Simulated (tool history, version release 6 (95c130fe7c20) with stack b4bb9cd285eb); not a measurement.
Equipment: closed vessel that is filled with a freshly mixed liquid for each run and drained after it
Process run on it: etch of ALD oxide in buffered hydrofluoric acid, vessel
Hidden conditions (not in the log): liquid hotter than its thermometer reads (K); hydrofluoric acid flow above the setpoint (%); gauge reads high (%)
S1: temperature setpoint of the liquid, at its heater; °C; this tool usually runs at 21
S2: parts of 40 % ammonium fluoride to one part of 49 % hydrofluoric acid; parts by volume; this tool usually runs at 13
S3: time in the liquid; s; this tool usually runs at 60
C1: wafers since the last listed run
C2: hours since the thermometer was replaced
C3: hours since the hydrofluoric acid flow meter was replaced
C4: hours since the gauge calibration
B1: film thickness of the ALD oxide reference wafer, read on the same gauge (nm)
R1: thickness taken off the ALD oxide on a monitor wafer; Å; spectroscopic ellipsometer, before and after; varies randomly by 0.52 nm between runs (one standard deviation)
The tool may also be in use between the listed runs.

Run 1, hour 0: usual settings; C1 0; C2 2853.9; C3 979.6; C4 556.8; B1 30. Result: R1 984.2 Å.
Run 2, hour 35.5: usual settings; C1 4102; C2 2889.4; C3 1015.1; C4 592.3; B1 29.99. Result: R1 983.8 Å.
Run 3, hour 66.7: usual settings; C1 3605; C2 2920.6; C3 1046.3; C4 623.5; B1 29.98. Result: R1 983.5 Å.
At hour 92.8: gauge calibrated.
Run 4, hour 93.3: usual settings but S2 15.5 parts by volume, S3 40 s; C1 3073; C2 2947.2; C3 1072.9; C4 0.5; B1 29.97. Result: R1 549.4 Å.
Run 5, hour 114: usual settings but S2 15.5 parts by volume, S3 40 s; C1 2391; C2 2967.9; C3 1093.6; C4 21.2; B1 30.04. Result: R1 557 Å.
Run 6, hour 146.3: usual settings but S1 19 °C; C1 3732; C2 3000.2; C3 1125.9; C4 53.5; B1 29.98. Result: R1 885 Å.
Run 7, hour 177.3: usual settings but S1 19 °C; C1 3582; C2 3031.2; C3 1156.9; C4 84.5; B1 30.02. Result: R1 890.2 Å.
Run 8, hour 198.5: usual settings; C1 2449; C2 3052.4; C3 1178.1; C4 105.7; B1 30.02. Result: R1 982 Å.
Run 9, hour 218.2: usual settings; C1 2276; C2 3072.1; C3 1197.8; C4 125.4; B1 29.99. Result: R1 995.8 Å.
Run 10, hour 253.1: usual settings; C1 4032; C2 3107; C3 1232.7; C4 160.3; B1 29.94. Result: R1 1006.4 Å.
Run 11, hour 285.4: usual settings; C1 3732; C2 3139.3; C3 1265; C4 192.6; B1 29.97. Result: R1 1002.4 Å.
Run 12, hour 313.1: usual settings; C1 3200; C2 3167; C3 1292.7; C4 220.3; B1 29.97. Result: R1 992.3 Å.
Run 13, hour 334.6: usual settings; C1 2484; C2 3188.5; C3 1314.2; C4 241.8; B1 30. Result: R1 992.1 Å.
At hour 350.9: thermometer replaced.
Run 14, hour 370.2: usual settings but S3 70 s; C1 3998; C2 19.3; C3 1349.8; C4 277.4; B1 30.02. Result: R1 1006.4 Å.
At hour 382.7: hydrofluoric acid flow meter replaced.
Run 15, hour 384.8: usual settings but S3 70 s; C1 1571; C2 33.9; C3 2.1; C4 292; B1 30.04. Result: R1 1009.1 Å.
Run 16, hour 418.5: usual settings but S3 70 s; C1 3894; C2 67.6; C3 35.8; C4 325.7; B1 30.02. Result: R1 1000.3 Å.
Run 17, hour 442.6: usual settings; C1 2784; C2 91.7; C3 59.9; C4 349.8; B1 30.01. Result: R1 865.4 Å.
Run 18, hour 459: usual settings but S2 10.5 parts by volume, S3 90 s; C1 1895; C2 108.1; C3 76.3; C4 366.2; B1 29.98. Result: R1 1593.6 Å.
Run 19, hour 492: usual settings but S1 17 °C, S2 10.5 parts by volume, S3 45 s; C1 3813; C2 141.1; C3 109.3; C4 399.2; B1 30.03. Result: R1 639.1 Å.
Run 20, hour 518.3: usual settings but S1 19 °C, S2 11.5 parts by volume; C1 3039; C2 167.4; C3 135.6; C4 425.5; B1 30.04. Result: R1 877.1 Å.
Run 21, hour 532.5: usual settings but S1 17 °C, S2 15.5 parts by volume, S3 45 s; C1 1640; C2 181.6; C3 149.8; C4 439.7; B1 29.98. Result: R1 442.3 Å.
Run 22, hour 552.1: usual settings but S1 19 °C, S2 8.5 parts by volume, S3 35 s; C1 2264; C2 201.2; C3 169.4; C4 459.3; B1 30.03. Result: R1 665.7 Å.
Run 23, hour 585.2: usual settings but S1 19 °C, S2 10 parts by volume; C1 3824; C2 234.3; C3 202.5; C4 492.4; B1 29.98. Result: R1 994.2 Å.
Run 24, hour 602.3: usual settings; C1 1975; C2 251.4; C3 219.6; C4 509.5; B1 30.02. Result: R1 872.1 Å.
Run 25, hour 637: usual settings but S1 17.5 °C, S2 11 parts by volume; C1 4009; C2 286.1; C3 254.3; C4 544.2; B1 30. Result: R1 849.8 Å.
Run 26, hour 665: usual settings but S3 95 s; C1 3235; C2 314.1; C3 282.3; C4 572.2; B1 30.05. Result: R1 1381.4 Å.

Expected results for the next run?
At hour 681.3: gauge calibrated.
Run 27, hour 693.6: usual settings; C1 3304; C2 342.7; C3 310.9; C4 12.3; B1 ?. Result: R1 ?.

B1: 30.02
R1: 872.1 Å
The same run, on a tool lacking any hidden state, would have yielded R1 852.4 Å.

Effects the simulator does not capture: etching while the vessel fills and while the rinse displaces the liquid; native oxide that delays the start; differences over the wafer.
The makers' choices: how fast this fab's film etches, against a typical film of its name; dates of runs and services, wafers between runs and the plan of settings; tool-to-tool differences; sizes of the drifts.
